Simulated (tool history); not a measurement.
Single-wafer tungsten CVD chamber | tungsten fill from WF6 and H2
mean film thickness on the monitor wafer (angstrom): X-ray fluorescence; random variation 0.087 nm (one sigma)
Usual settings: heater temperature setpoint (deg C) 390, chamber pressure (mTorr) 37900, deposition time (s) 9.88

| run | hour | heater temperature setpoint (deg C) | chamber pressure (mTorr) | deposition time (s) | wafers since the last listed run | hours since the last thermocouple change | hours since the last manometer calibration | hours since the showerhead was replaced | hours since the gauge calibration | read-back reference wafer on the same gauge, thickness_nm | mean film thickness on the monitor wafer (angstrom) |
|---|---|---|---|---|---|---|---|---|---|---|---|
| 1 | 0.0 | 390 | 37900 | 9.88 | 0 | 2740.8 | 873.4 | 5574.8 | 109.0 | 28.804 | 252.53 |
| 2 | 24.9 | 390 | 37900 | 9.88 | 635 | 2765.7 | 898.3 | 5599.7 | 133.9 | 28.804 | 253.30 |
| 3 | 39.9 | 390 | 37900 | 9.88 | 382 | 2780.7 | 913.3 | 5614.7 | 148.9 | 28.777 | 250.90 |
| 4 | 72.3 | 390 | 37900 | 10.77 | 826 | 2813.1 | 945.7 | 5647.1 | 181.3 | 28.772 | 276.13 |
| 5 | 105.9 | 390 | 37900 | 10.77 | 857 | 2846.7 | 979.3 | 5680.7 | 214.9 | 28.782 | 273.55 |
| 6 | 128.7 | 390 | 37900 | 9.88 | 581 | 2869.5 | 1002.1 | 5703.5 | 237.7 | 28.796 | 250.79 |
| 7 | 142.1 | 390 | 37900 | 9.88 | 341 | 2882.9 | 1015.5 | 5716.9 | 251.1 | 28.815 | 252.19 |
|  | 173.6 | showerhead replaced |
| 8 | 174.1 | 405 | 44700 | 9.13 | 612 | 2914.9 | 1047.5 | 0.5 | 283.1 | 28.805 | 321.51 |
| 9 | 188.6 | 390 | 29300 | 9.88 | 369 | 2929.4 | 1062.0 | 15.0 | 297.6 | 28.785 | 217.90 |
| 10 | 202.8 | 395 | 45900 | 9.88 | 362 | 2943.6 | 1076.2 | 29.2 | 311.8 | 28.783 | 299.69 |
|  | 223.3 | gauge calibrated |
|  | 230.1 | capacitance manometer re-zeroed and calibrated |
|  | 268.2 | thermocouple changed; heater temperature recalibrated |
| 11 | 300.1 | 384 | 41300 | 11.68 | 2074 | 31.9 | 70.0 | 126.5 | 76.8 | 28.796 | 299.79 |
| 12 | 315.9 | 399 | 42200 | 10.74 | 403 | 47.7 | 85.8 | 142.3 | 92.6 | 28.785 | 362.19 |
|  | 330.3 | capacitance manometer re-zeroed and calibrated, repeated, since the last time left the tool worse |
| 13 | 351.6 | 390 | 37900 | 9.88 | 706 | 83.4 | 21.3 | 178.0 | 128.3 | 28.776 | 256.35 |
| 14 | 377.8 | 390 | 32900 | 11.68 | 668 | 109.6 | 47.5 | 204.2 | 154.5 | 28.788 | 283.85 |
| 15 | 410.9 | 400 | 37900 | 10.63 | 844 | 142.7 | 80.6 | 237.3 | 187.6 | 28.808 | 324.63 |

3 ways to go on from here, each from the tool as it stands after run 15. What would each give?
| A | 411.3 | 390 | 37900 | 9.88 | 10 | 143.1 | 81.0 | 237.7 | 188.0 | ? | ? |
| B | 411.3 | 379 | 43000 | 8.83 | 10 | 143.1 | 81.0 | 237.7 | 188.0 | ? | ? |
| C | 411.3 | 395 | 46200 | 11.11 | 10 | 143.1 | 81.0 | 237.7 | 188.0 | ? | ? |

| run | read-back reference wafer on the same gauge, thickness_nm | mean film thickness on the monitor wafer (angstrom) |
|---|---|---|
| A | 28.822 | 256.05 |
| B | 28.822 | 200.95 |
| C | 28.822 | 346.07 |
Without the tool's hidden state the same runs would have given:
| run | mean film thickness on the monitor wafer (angstrom) |
|---|---|
| A | 256.31 |
| B | 201.15 |
| C | 346.41 |

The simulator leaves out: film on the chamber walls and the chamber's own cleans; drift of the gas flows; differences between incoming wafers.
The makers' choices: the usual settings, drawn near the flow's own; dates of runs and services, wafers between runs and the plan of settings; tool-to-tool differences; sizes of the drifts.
